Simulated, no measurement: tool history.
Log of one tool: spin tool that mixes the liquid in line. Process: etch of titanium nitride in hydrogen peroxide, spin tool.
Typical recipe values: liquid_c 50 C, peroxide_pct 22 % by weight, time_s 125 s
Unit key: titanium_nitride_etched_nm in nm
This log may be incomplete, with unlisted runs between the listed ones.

run     day  liquid_c  peroxide_pct  time_s  wafers since the last listed run  hours since the thermometer was replaced  hours since the peroxide flow meter was replaced  hours since the heated supply line was repaired  hours since the drum of peroxide was connected  hours since the gauge calibration  read-back film thickness of the titanium nitride reference wafer, read on the same gauge (nm)  titanium_nitride_etched_nm
  1       0        50            22     125                                 0                                    1391.6                                             529.3                                           1002.6                                           706.2                              319.9                                                                                         110.02                           5
  2   2.042        50          20.5     125                               375                                    1440.6                                             578.3                                           1051.6                                           755.2                              368.9                                                                                         110.01                        4.91
  3   4.029        50          20.5     125                               365                                    1488.3                                               626                                           1099.3                                           802.9                              416.6                                                                                         110.01                        4.95
  4   6.871        50          20.5     125                               523                                    1556.5                                             694.2                                           1167.5                                           871.1                              484.8                                                                                            110                        4.97
  5   8.354        55          18.5     125                               273                                    1592.1                                             729.8                                           1203.1                                           906.7                              520.4                                                                                            110                        6.89
  6  10.829        55          18.5     125                               455                                    1651.5                                             789.2                                           1262.5                                           966.1                              579.8                                                                                         110.01                        6.91
  7  12.542      55.5            22     125                               315                                    1692.6                                             830.3                                           1303.6                                          1007.2                              620.9                                                                                         110.01                        7.44
     14.167  -- thermometer replaced
  8  14.479        52            22     125                               349                                       7.5                                             876.8                                           1350.1                                          1053.7                              667.4                                                                                         110.02                         5.8
     15.104  -- peroxide flow meter replaced
  9  15.542        50          27.5     175                               187                                        33                                              10.5                                           1375.6                                          1079.2                              692.9                                                                                         110.02                        7.25
     15.975  -- new drum of peroxide connected
 10  17.971      42.5          17.5     125                               439                                      91.3                                              68.8                                           1433.9                                            47.9                              751.2                                                                                         110.02                        2.69
     18.825  -- gauge calibrated
 11  19.796        50          18.5     125                               335                                     135.1                                             112.6                                           1477.7                                            91.7                               23.3                                                                                            110                        4.74
 12  21.433      52.5          28.5     195                               301                                     174.4                                             151.9                                             1517                                             131                               62.6                                                                                            110                        9.74
     22.354  -- heated supply line repaired
 13  23.317        50          24.5      95                               339                                     219.6                                             197.1                                             23.1                                           176.2                              107.8                                                                                         109.99                        3.85
 14   25.65        44            20     165                               429                                     275.6                                             253.1                                             79.1                                           232.2                              163.8                                                                                         110.01                        4.11
 15  27.621        50            22     125                               362                                     322.9                                             300.4                                            126.4                                           279.5                              211.1                                                                                         110.01                           5
 16   28.95        50            22     125                               244                                     354.8                                             332.3                                            158.3                                           311.4                                243                                                                                         109.99                        4.97

What if the next run were any one of these 3? Each begins from the tool's condition after run 16:
  A  28.971        50            25     125                                 3                                     355.3                                             332.8                                            158.8                                           311.9                              243.5                                                                                              ?                           ?
  B  28.971        55          26.5      95                                 3                                     355.3                                             332.8                                            158.8                                           311.9                              243.5                                                                                              ?                           ?
  C  28.971        57            27      90                                 3                                     355.3                                             332.8                                            158.8                                           311.9                              243.5                                                                                              ?                           ?

run  read-back film thickness of the titanium nitride reference wafer, read on the same gauge (nm)  titanium_nitride_etched_nm
  A                                                                                            110                         5.1
  B                                                                                            110                         5.6
  C                                                                                            110                        6.12
The same runs, with their run-to-run variation unchanged, on a tool lacking any hidden condition would have given:
run  titanium_nitride_etched_nm
  A                        5.05
  B                        5.54
  C                        6.06

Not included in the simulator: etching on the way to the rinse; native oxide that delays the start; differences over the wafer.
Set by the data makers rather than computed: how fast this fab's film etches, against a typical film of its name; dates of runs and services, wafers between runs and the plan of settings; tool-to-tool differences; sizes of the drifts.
